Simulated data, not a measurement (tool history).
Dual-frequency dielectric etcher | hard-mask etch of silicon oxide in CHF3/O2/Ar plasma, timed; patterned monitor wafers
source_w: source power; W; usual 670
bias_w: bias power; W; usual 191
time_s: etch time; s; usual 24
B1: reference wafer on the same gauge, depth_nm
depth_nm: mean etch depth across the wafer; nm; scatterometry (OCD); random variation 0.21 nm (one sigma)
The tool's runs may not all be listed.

run 1 hour=0 | source_w=670 bias_w=191 time_s=24 | B1=50.6 | depth_nm=53
-- hour=4.6 gauge calibrated
run 2 hour=46.6 | source_w=670 bias_w=191 time_s=24 | B1=50.6 | depth_nm=52.4
run 3 hour=96.2 | source_w=760 bias_w=191 time_s=24 | B1=50.7 | depth_nm=56.7
run 4 hour=121.6 | source_w=750 bias_w=191 time_s=24 | B1=50.5 | depth_nm=56.4
run 5 hour=147.8 | source_w=750 bias_w=191 time_s=24 | B1=50.5 | depth_nm=57.1
run 6 hour=205.5 | source_w=750 bias_w=191 time_s=24 | B1=50.6 | depth_nm=57
-- hour=252.3 wet clean of the chamber
run 7 hour=269.4 | source_w=670 bias_w=191 time_s=24 | B1=50.6 | depth_nm=48.9
run 8 hour=296 | source_w=670 bias_w=191 time_s=24 | B1=50.7 | depth_nm=49.3
run 9 hour=327.7 | source_w=670 bias_w=191 time_s=24 | B1=50.6 | depth_nm=49.2
-- hour=395.2 wet clean of the chamber, repeated, since the last time left the tool worse
run 10 hour=395.7 | source_w=670 bias_w=191 time_s=24 | B1=50.5 | depth_nm=51.8
run 11 hour=442 | source_w=670 bias_w=191 time_s=22.5 | B1=50.6 | depth_nm=48.5
run 12 hour=498.7 | source_w=670 bias_w=152 time_s=26 | B1=50.6 | depth_nm=54.4
-- hour=536 source power generator calibrated
run 13 hour=541.7 | source_w=820 bias_w=179 time_s=28.5 | B1=50.6 | depth_nm=69.1
run 14 hour=592.9 | source_w=670 bias_w=191 time_s=24 | B1=50.7 | depth_nm=52.4
run 15 hour=643.3 | source_w=670 bias_w=168 time_s=24 | B1=50.6 | depth_nm=51.4
-- hour=675.4 bias power generator calibrated
-- hour=691.7 upper electrode replaced
run 16 hour=692.2 | source_w=820 bias_w=179 time_s=28.5 | B1=50.5 | depth_nm=70
run 17 hour=731.4 | source_w=600 bias_w=191 time_s=29 | B1=50.6 | depth_nm=60.1
-- hour=747.8 gauge calibrated
run 18 hour=784.9 | source_w=670 bias_w=191 time_s=24 | B1=50.7 | depth_nm=52.8
run 19 hour=828.7 | source_w=840 bias_w=191 time_s=27 | B1=50.5 | depth_nm=68.7
run 20 hour=878 | source_w=580 bias_w=191 time_s=19.5 | B1=50.7 | depth_nm=39.7
run 21 hour=924.2 | source_w=670 bias_w=207 time_s=24 | B1=50.6 | depth_nm=54.7
-- hour=957.3 wet clean of the chamber
run 22 hour=972.9 | source_w=670 bias_w=191 time_s=24 | B1=50.6 | depth_nm=52
run 23 hour=1043.6 | source_w=540 bias_w=238 time_s=24 | B1=50.7 | depth_nm=47.7

3 ways to go on from here, each from the tool as it stands after run 23. What would each give?
run A hour=1044 | source_w=670 bias_w=191 time_s=29.5 | B1=? | depth_nm=?
run B hour=1044 | source_w=740 bias_w=210 time_s=24 | B1=? | depth_nm=?
run C hour=1044 | source_w=800 bias_w=191 time_s=24 | B1=? | depth_nm=?

run=A B1=50.6 depth_nm=64.5
run=B B1=50.6 depth_nm=56.8
run=C B1=50.6 depth_nm=58.2
Without the tool's hidden state the same runs would have given:
run=A depth_nm=64.1
run=B depth_nm=56.4
run=C depth_nm=57.8

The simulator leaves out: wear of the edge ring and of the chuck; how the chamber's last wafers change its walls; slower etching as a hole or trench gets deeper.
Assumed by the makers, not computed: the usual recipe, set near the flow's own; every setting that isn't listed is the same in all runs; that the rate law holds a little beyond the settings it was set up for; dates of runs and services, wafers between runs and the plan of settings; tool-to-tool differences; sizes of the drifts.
